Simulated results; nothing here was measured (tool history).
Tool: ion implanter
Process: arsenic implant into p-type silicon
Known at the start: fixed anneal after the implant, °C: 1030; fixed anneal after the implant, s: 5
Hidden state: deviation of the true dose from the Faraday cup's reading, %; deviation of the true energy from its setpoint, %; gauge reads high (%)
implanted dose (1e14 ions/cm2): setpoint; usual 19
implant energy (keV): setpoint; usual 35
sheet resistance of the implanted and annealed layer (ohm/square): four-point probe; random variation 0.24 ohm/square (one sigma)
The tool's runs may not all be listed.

run	hour	implanted dose (1e14 ions/cm2)	implant energy (keV)	wafers since the last listed run	hours since the last dose calibration	hours since the extraction supply was calibrated	hours since the gauge calibration	read-back reference wafer on the same gauge, sheet resistance	sheet resistance of the implanted and annealed layer (ohm/square)
1	0	22.11	30.5	0	267.9	1886.6	798.9	79.3	97.27
2	40.4	22.11	30.5	633	308.3	1927	839.3	79.33	97.26
3	103.8	19	35	994	371.7	1990.4	902.7	79.27	93.89
4	150.4	19	35	730	418.3	2037	949.3	79.29	94.3
5	201.4	19	35	799	469.3	2088	1000.3	79.25	94.36
# hour 342.9: gauge calibrated
# hour 348.7: Faraday cup replaced and dose calibrated
6	456.5	19	37.5	3875	107.8	2343.1	113.6	79.31	91.91
# hour 499.8: extraction supply calibrated
7	511.4	19	37.5	735	162.7	11.6	168.5	79.3	91.77
8	600.7	16.92	45.5	1400	252	100.9	257.8	79.29	88.7
9	642.8	19	29	660	294.1	143	299.9	79.3	101.95
10	742.3	19	35	1560	393.6	242.5	399.4	79.24	94.08
11	810.3	19	44.5	1066	461.6	310.5	467.4	79.29	85.46
12	901	17.12	35	1422	552.3	401.2	558.1	79.31	96.37
# hour 992.2: Faraday cup replaced and dose calibrated
13	992.7	17.22	46.5	1312	0.5	492.9	649.8	79.31	88.21
14	1047.3	19	35	856	55.1	547.5	704.4	79.28	94.66

Forecast each of these 4 alternatives for the next run:
A	1047.7	19	31.5	6	55.5	547.9	704.8	?	?
B	1047.7	20.66	30.5	6	55.5	547.9	704.8	?	?
C	1047.7	21.07	39.5	6	55.5	547.9	704.8	?	?
D	1047.7	14.82	44	6	55.5	547.9	704.8	?	?

run	read-back reference wafer on the same gauge, sheet resistance	sheet resistance of the implanted and annealed layer (ohm/square)
A	79.28	99.09
B	79.28	98.66
C	79.28	87.38
D	79.28	95.19
Without the tool's hidden state the same runs would have given:
run	sheet resistance of the implanted and annealed layer (ohm/square)
A	99.09
B	98.66
C	87.39
D	95.2
